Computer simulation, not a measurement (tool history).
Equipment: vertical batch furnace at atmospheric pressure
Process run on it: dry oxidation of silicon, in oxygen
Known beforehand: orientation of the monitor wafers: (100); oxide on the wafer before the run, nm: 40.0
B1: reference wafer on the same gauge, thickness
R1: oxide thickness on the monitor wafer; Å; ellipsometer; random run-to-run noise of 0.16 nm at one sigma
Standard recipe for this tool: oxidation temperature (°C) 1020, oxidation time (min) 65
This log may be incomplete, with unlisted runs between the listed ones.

{"run": 1, "hour": 0.0, "oxidation temperature (°C)": 1035, "oxidation time (min)": 48.5, "B1": 87.47, "R1": 751.6}
{"run": 2, "hour": 67.6, "oxidation temperature (°C)": 1035, "oxidation time (min)": 48.5, "B1": 87.39, "R1": 754.3}
{"run": 3, "hour": 92.0, "oxidation temperature (°C)": 1010, "oxidation time (min)": 65, "B1": 87.4, "R1": 748.5}
{"run": 4, "hour": 131.2, "oxidation temperature (°C)": 1010, "oxidation time (min)": 65, "B1": 87.35, "R1": 746.6}
{"run": 5, "hour": 188.8, "oxidation temperature (°C)": 1010, "oxidation time (min)": 65, "B1": 87.43, "R1": 748.3}
{"run": 6, "hour": 252.5, "oxidation temperature (°C)": 1020, "oxidation time (min)": 65, "B1": 87.39, "R1": 796.8}
{"run": 7, "hour": 322.9, "oxidation temperature (°C)": 1020, "oxidation time (min)": 65, "B1": 87.41, "R1": 794}
{"run": 8, "hour": 392.3, "oxidation temperature (°C)": 1020, "oxidation time (min)": 65, "B1": 87.37, "R1": 793.3}
{"run": 9, "hour": 434.9, "oxidation temperature (°C)": 1020, "oxidation time (min)": 65, "B1": 87.42, "R1": 793.7}
{"run": 10, "hour": 501.4, "oxidation temperature (°C)": 1020, "oxidation time (min)": 65, "B1": 87.35, "R1": 795.1}
{"run": 11, "hour": 549.3, "oxidation temperature (°C)": 1020, "oxidation time (min)": 46.5, "B1": 87.44, "R1": 691.5}
{"hour": 611.0, "done": "boat lift adjusted"}
{"run": 12, "hour": 611.5, "oxidation temperature (°C)": 1020, "oxidation time (min)": 65, "B1": 87.41, "R1": 797.5}
{"run": 13, "hour": 672.7, "oxidation temperature (°C)": 1036, "oxidation time (min)": 65, "B1": 87.4, "R1": 880.4}
{"hour": 762.6, "done": "thermocouples replaced and temperature profile calibrated"}
{"hour": 793.6, "done": "gauge calibrated"}
{"run": 14, "hour": 801.4, "oxidation temperature (°C)": 1000, "oxidation time (min)": 77, "B1": 87.4, "R1": 750.8}
{"run": 15, "hour": 856.0, "oxidation temperature (°C)": 1035, "oxidation time (min)": 89.5, "B1": 87.42, "R1": 1003.4}
{"run": 16, "hour": 900.3, "oxidation temperature (°C)": 1020, "oxidation time (min)": 81.5, "B1": 87.43, "R1": 868.5}
{"run": 17, "hour": 949.2, "oxidation temperature (°C)": 1020, "oxidation time (min)": 65, "B1": 87.44, "R1": 781.4}
{"run": 18, "hour": 1019.7, "oxidation temperature (°C)": 1038, "oxidation time (min)": 36, "B1": 87.42, "R1": 671.4}

Each row is a separate what-if for the run after 18, all from the same tool condition, not one after another. Results?
{"run": "A", "hour": 1025.2, "oxidation temperature (°C)": 1020, "oxidation time (min)": 65, "B1": "?", "R1": "?"}
{"run": "B", "hour": 1025.2, "oxidation temperature (°C)": 1038, "oxidation time (min)": 96.5, "B1": "?", "R1": "?"}
{"run": "C", "hour": 1025.2, "oxidation temperature (°C)": 1039, "oxidation time (min)": 89.5, "B1": "?", "R1": "?"}

run=A B1=87.42 R1=782.4
run=B B1=87.42 R1=1061.1
run=C B1=87.42 R1=1026.5
Without the tool's unlogged condition, the same runs would have read:
run=A R1=781.3
run=B R1=1059.5
run=C R1=1024.9

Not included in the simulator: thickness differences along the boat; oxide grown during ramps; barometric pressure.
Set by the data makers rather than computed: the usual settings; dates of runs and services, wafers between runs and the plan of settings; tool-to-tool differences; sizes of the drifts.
